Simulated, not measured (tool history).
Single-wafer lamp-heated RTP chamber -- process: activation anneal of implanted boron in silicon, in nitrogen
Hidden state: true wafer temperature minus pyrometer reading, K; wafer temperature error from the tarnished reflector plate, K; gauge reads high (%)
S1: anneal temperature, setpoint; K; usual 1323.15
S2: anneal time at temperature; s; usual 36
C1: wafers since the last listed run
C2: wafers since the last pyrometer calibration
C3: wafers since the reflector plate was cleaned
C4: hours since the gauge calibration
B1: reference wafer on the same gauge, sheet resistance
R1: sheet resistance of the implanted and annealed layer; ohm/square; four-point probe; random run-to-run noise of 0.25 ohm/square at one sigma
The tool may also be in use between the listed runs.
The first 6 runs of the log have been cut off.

Run 7, day 25.679: usual settings; C1 775; C2 7697; C3 3749; C4 2422.9; B1 90.38. Result: R1 74.59 ohm/square.
At day 26.850: pyrometer window cleaned and pyrometer calibrated.
Run 8, day 28.146: usual settings but S2 51 s; C1 551; C2 335; C3 4300; C4 2482.1; B1 90.31. Result: R1 74.37 ohm/square.
Run 9, day 30.879: usual settings but S2 51 s; C1 706; C2 1042; C3 5007; C4 2547.7; B1 90.31. Result: R1 74.13 ohm/square.
Run 10, day 32.446: usual settings; C1 405; C2 1447; C3 5412; C4 2585.3; B1 90.29. Result: R1 75.46 ohm/square.
Run 11, day 34.229: usual settings; C1 461; C2 1908; C3 5874; C4 2628.1; B1 90.26. Result: R1 75.16 ohm/square.
Run 12, day 36.117: usual settings but S1 1306.15 K, S2 43 s; C1 488; C2 2396; C3 6362; C4 2673.4; B1 90.34. Result: R1 77.02 ohm/square.
At day 39.821: reflector plate cleaned.
Run 13, day 40.133: usual settings but S2 29 s; C1 952; C2 3349; C3 80; C4 2769.8; B1 90.27. Result: R1 75.74 ohm/square.
Run 14, day 42.738: usual settings; C1 673; C2 4023; C3 754; C4 2832.3; B1 90.24. Result: R1 74.95 ohm/square.
Run 15, day 50.258: usual settings but S1 1337.15 K, S2 30 s; C1 1945; C2 5968; C3 2699; C4 3012.8; B1 90.29. Result: R1 73.60 ohm/square.
Run 16, day 52.433: usual settings but S1 1301.15 K, S2 20 s; C1 562; C2 6530; C3 3261; C4 3065.0; B1 90.28. Result: R1 80.41 ohm/square.
Run 17, day 56.446: usual settings but S1 1339.15 K, S2 17 s; C1 1037; C2 7568; C3 4299; C4 3161.3; B1 90.27. Result: R1 75.02 ohm/square.
Run 18, day 59.467: usual settings but S2 51 s; C1 781; C2 8349; C3 5080; C4 3233.8; B1 90.26. Result: R1 72.80 ohm/square.
At day 61.408: pyrometer window cleaned and pyrometer calibrated.
Run 19, day 61.429: usual settings but S1 1335.15 K, S2 22 s; C1 421; C2 5; C3 5502; C4 3280.9; B1 90.35. Result: R1 75.45 ohm/square.
Run 20, day 65.804: usual settings but S2 28 s; C1 1131; C2 1136; C3 6633; C4 3385.9; B1 90.31. Result: R1 76.36 ohm/square.
Run 21, day 68.038: usual settings but S1 1336.15 K; C1 577; C2 1714; C3 7211; C4 3439.5; B1 90.30. Result: R1 72.86 ohm/square.
At day 70.317: reflector plate cleaned.
Run 22, day 71.679: usual settings; C1 855; C2 2570; C3 351; C4 3526.9; B1 90.29. Result: R1 75.78 ohm/square.
Run 23, day 75.296: usual settings; C1 935; C2 3505; C3 1287; C4 3613.7; B1 90.34. Result: R1 74.87 ohm/square.
Run 24, day 78.329: usual settings; C1 784; C2 4290; C3 2071; C4 3686.5; B1 90.35. Result: R1 75.40 ohm/square.
Run 25, day 80.792: usual settings but S1 1309.15 K, S2 23 s; C1 636; C2 4927; C3 2708; C4 3745.6; B1 90.30. Result: R1 78.70 ohm/square.
At day 83.308: gauge calibrated.
Run 26, day 84.625: usual settings; C1 991; C2 5918; C3 3700; C4 31.6; B1 90.28. Result: R1 74.66 ohm/square.
Run 27, day 87.904: usual settings but S1 1308.15 K; C1 848; C2 6766; C3 4548; C4 110.3; B1 90.33. Result: R1 76.76 ohm/square.
Run 28, day 91.504: usual settings but S1 1302.15 K, S2 50 s; C1 931; C2 7697; C3 5479; C4 196.7; B1 90.32. Result: R1 76.42 ohm/square.
Run 29, day 95.658: usual settings but S1 1352.15 K, S2 16 s; C1 1074; C2 8772; C3 6553; C4 296.4; B1 90.30. Result: R1 74.04 ohm/square.

Run 30 comes next. What will it give?
At day 97.071: pyrometer window cleaned and pyrometer calibrated.
Run 30, day 98.758: usual settings but S1 1341.15 K; C1 715; C2 436; C3 7269; C4 370.8; B1 ?. Result: R1 ?.

{"run 30": {"B1": 90.34, "R1": 72.12}}
Were there no unlogged condition in the tool, this run, its random variation unchanged, would have produced R1 73.64 ohm/square.

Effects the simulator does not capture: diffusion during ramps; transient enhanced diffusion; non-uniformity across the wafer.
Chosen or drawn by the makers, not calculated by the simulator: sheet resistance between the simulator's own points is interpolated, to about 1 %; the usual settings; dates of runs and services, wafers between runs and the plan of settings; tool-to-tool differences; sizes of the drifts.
